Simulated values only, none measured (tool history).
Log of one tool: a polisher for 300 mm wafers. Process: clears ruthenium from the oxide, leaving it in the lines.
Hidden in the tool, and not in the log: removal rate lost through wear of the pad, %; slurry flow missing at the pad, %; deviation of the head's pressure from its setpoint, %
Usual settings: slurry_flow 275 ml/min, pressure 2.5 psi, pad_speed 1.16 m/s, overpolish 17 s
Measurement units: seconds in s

run	hour	slurry_flow	pressure	pad_speed	overpolish	wafers since the last listed run	wafers polished on this pad	hours since the slurry nozzle was cleaned	hours since the head pressure was calibrated	incoming thickness of the incoming film, nm	seconds
1	0.0	275	2.5	1.16	17	0	4	463.3	568.4	132.1	86.3
2	5.8	275	2.5	1.16	17	50	55	469.1	574.2	131.0	85.1
3	17.4	275	2.2	1.16	17	101	157	480.7	585.8	129.1	95.2
4	30.7	275	2.2	1.16	17	116	274	494.0	599.1	131.7	94.1
5	42.8	275	2.2	1.16	17	106	380	506.1	611.2	127.6	92.5
6	55.3	275	2.5	1.16	17	109	490	518.6	623.7	130.0	86.1
7	72.1	275	2.5	1.16	17	147	638	535.4	640.5	128.5	81.0
8	86.3	275	2.5	1.16	17	124	763	549.6	654.7	127.8	82.5
9	102.8	275	2.5	1.16	17	145	908	566.1	671.2	130.1	87.3
# hour 117.4: worn pad replaced by a new one
10	117.9	275	2.5	1.26	17	97	4	581.2	686.3	130.4	78.9
11	124.2	275	2.5	1.26	17	55	60	587.5	692.6	129.6	77.6
12	130.8	275	2.5	1.26	17	58	118	594.1	699.2	129.6	77.4
13	148.1	275	2.5	1.16	17	152	270	611.4	716.5	130.7	81.8
14	157.3	305	3.1	1.16	23	80	351	620.6	725.7	130.8	67.6
15	166.0	275	2.5	1.38	17	76	427	629.3	734.4	130.3	72.5
16	173.1	210	2.5	1.16	17	62	489	636.4	741.5	128.7	83.3
# hour 176.8: slurry nozzle cleaned
17	184.2	275	1.9	1.16	17	88	578	7.4	752.6	132.5	113.7
# hour 191.1: head pressure recalibrated
18	199.3	275	2.5	1.26	17	115	693	22.5	8.2	129.4	77.3
19	214.8	275	2.5	1.16	17	136	830	38.0	23.7	130.0	83.0
# hour 230.0: worn pad replaced by a new one
20	232.4	180	2.5	0.84	17	119	20	55.6	41.3	131.3	112.7
21	240.3	275	2.5	1.28	17	69	90	63.5	49.2	131.7	79.1
22	246.4	205	3.4	1.42	25	53	144	69.6	55.3	129.0	53.5
23	260.7	275	2.5	1.16	26	125	269	83.9	69.6	132.0	84.4
24	268.6	275	2.9	1.16	17	69	339	91.8	77.5	130.6	72.6
25	283.7	235	3.0	0.90	11	132	471	106.9	92.6	129.4	86.7
26	292.7	320	2.8	1.16	17	79	551	115.9	101.6	131.1	73.8
27	307.3	275	2.5	1.16	17	128	679	130.5	116.2	130.9	83.8
28	316.6	275	2.5	0.98	17	81	761	139.8	125.5	131.1	99.6
29	326.7	185	2.5	0.92	17	88	849	149.9	135.6	129.5	103.8
30	344.0	325	2.5	1.50	17	152	1002	167.2	152.9	130.8	66.0
31	350.5	365	2.8	0.80	20	57	1059	173.7	159.4	129.9	98.7
32	361.6	275	2.8	1.16	7	97	1156	184.8	170.5	130.9	75.8
# hour 367.1: worn pad replaced by a new one
33	405.3	220	2.5	0.84	25	349	335	228.5	214.2	128.7	111.2
34	420.7	225	2.5	1.00	13	135	471	243.9	229.6	128.2	97.7
35	446.3	315	3.0	1.16	14	225	696	269.5	255.2	130.3	67.3
36	458.0	275	2.5	1.16	17	102	799	281.2	266.9	131.8	84.4

Here are 5 independent what-if runs from the current tool condition. What would each one return?
A	458.5	355	2.5	1.16	17	4	803	281.7	267.4	129.6	?
B	458.5	275	3.2	1.32	17	4	803	281.7	267.4	129.6	?
C	458.5	275	2.5	1.34	27	4	803	281.7	267.4	129.6	?
D	458.5	275	2.5	1.16	25	4	803	281.7	267.4	129.6	?
E	458.5	275	3.2	1.16	25	4	803	281.7	267.4	129.6	?

run	seconds
A	83.9
B	59.9
C	75.7
D	85.6
E	66.9
Take away the tool's hidden state, keep each run's random variation, and the runs would have read:
run	seconds
A	83.9
B	59.9
C	75.7
D	85.6
E	66.9
